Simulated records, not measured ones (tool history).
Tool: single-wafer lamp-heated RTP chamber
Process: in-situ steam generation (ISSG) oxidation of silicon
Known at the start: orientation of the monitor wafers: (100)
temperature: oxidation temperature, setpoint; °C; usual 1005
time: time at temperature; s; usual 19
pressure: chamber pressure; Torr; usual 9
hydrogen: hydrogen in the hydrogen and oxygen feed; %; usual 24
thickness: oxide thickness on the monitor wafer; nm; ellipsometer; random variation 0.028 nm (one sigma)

run   hour  temperature  time  pressure  hydrogen  wafers since the last listed run  wafers since the last pyrometer calibration  hours since the pressure gauge was zeroed  hours since the hydrogen flow controller was replaced  hours since the gauge calibration  read-back reference wafer on the same gauge, thickness  thickness
  1      0         1005    19         9        24                                 0                                         2099                                     1340.5                                                 3285.7                              344.5                                                   6.681      5.848
  2   24.9         1005    19         9        24                               302                                         2402                                     1365.4                                                 3310.6                              369.4                                                   6.687      5.861
  3   81.2         1005    19         9        24                               684                                         3086                                     1421.7                                                 3366.9                              425.7                                                   6.666      5.908
  4  131.9         1005    19         9        24                               616                                         3703                                     1472.4                                                 3417.6                              476.4                                                   6.675      5.956
  5  164.1         1005    19         9        20                               391                                         4094                                     1504.6                                                 3449.8                              508.6                                                   6.682      5.689
  6  220.5         1005    19         9        20                               685                                         4780                                       1561                                                 3506.2                                565                                                   6.696      5.693
     238.3  -- pyrometer window cleaned and pyrometer calibrated
  7  247.4         1005    19         9        20                               229                                          110                                     1587.9                                                 3533.1                              591.9                                                   6.682      5.589
  8    283         1005    19         9        24                               432                                          542                                     1623.5                                                 3568.7                              627.5                                                   6.688      5.827
  9  343.4         1005    19         9        24                               734                                         1277                                     1683.9                                                 3629.1                              687.9                                                   6.684      5.859
 10  415.4         1005    19      10.2        24                               875                                         2152                                     1755.9                                                 3701.1                              759.9                                                   6.685      5.745
 11    464          991    15         9        24                               590                                         2743                                     1804.5                                                 3749.7                              808.5                                                   6.689      5.023
 12  488.5         1005    19         9        24                               297                                         3041                                       1829                                                 3774.2                                833                                                   6.691      5.893
     509.1  -- pressure gauge zeroed
     552.1  -- hydrogen flow controller replaced
 13  560.1         1005    19       9.7        24                               675                                         3717                                         51                                                      8                              904.6                                                    6.68      5.875
     567.9  -- gauge calibrated
 14  627.8         1005    19         8        24                               823                                         4540                                      118.7                                                   75.7                               59.9                                                   6.678      5.991
     641.7  -- pyrometer window cleaned and pyrometer calibrated
 15  663.3         1005    19         9        24                               334                                          263                                      154.2                                                  111.2                               95.4                                                   6.672      5.827
 16  782.8          988    21       7.7        32                              1452                                         1715                                      273.7                                                  230.7                              214.9                                                   6.693      6.237
 17  852.2         1024    19         9        20                               843                                         2559                                      343.1                                                  300.1                              284.3                                                   6.677      6.136
 18  898.7         1019    19         9        30                               565                                         3124                                      389.6                                                  346.6                              330.8                                                   6.679      6.583

4 ways to go on from here, each from the tool as it stands after run 18. What would each give?
  A  899.1         1005    19         9        24                                 4                                         3129                                        390                                                    347                              331.2                                                       ?          ?
  B  899.1         1005    19         9        32                                 4                                         3129                                        390                                                    347                              331.2                                                       ?          ?
  C  899.1         1023    22      10.2        32                                 4                                         3129                                        390                                                    347                              331.2                                                       ?          ?
  D  899.1         1012    14         9        24                                 4                                         3129                                        390                                                    347                              331.2                                                       ?          ?

run  read-back reference wafer on the same gauge, thickness  thickness
  A                                                   6.683        5.9
  B                                                   6.683      6.325
  C                                                   6.683      7.165
  D                                                   6.683      5.277
Without the tool's hidden state the same runs would have given:
run  thickness
  A      5.791
  B      6.208
  C      7.012
  D      5.184
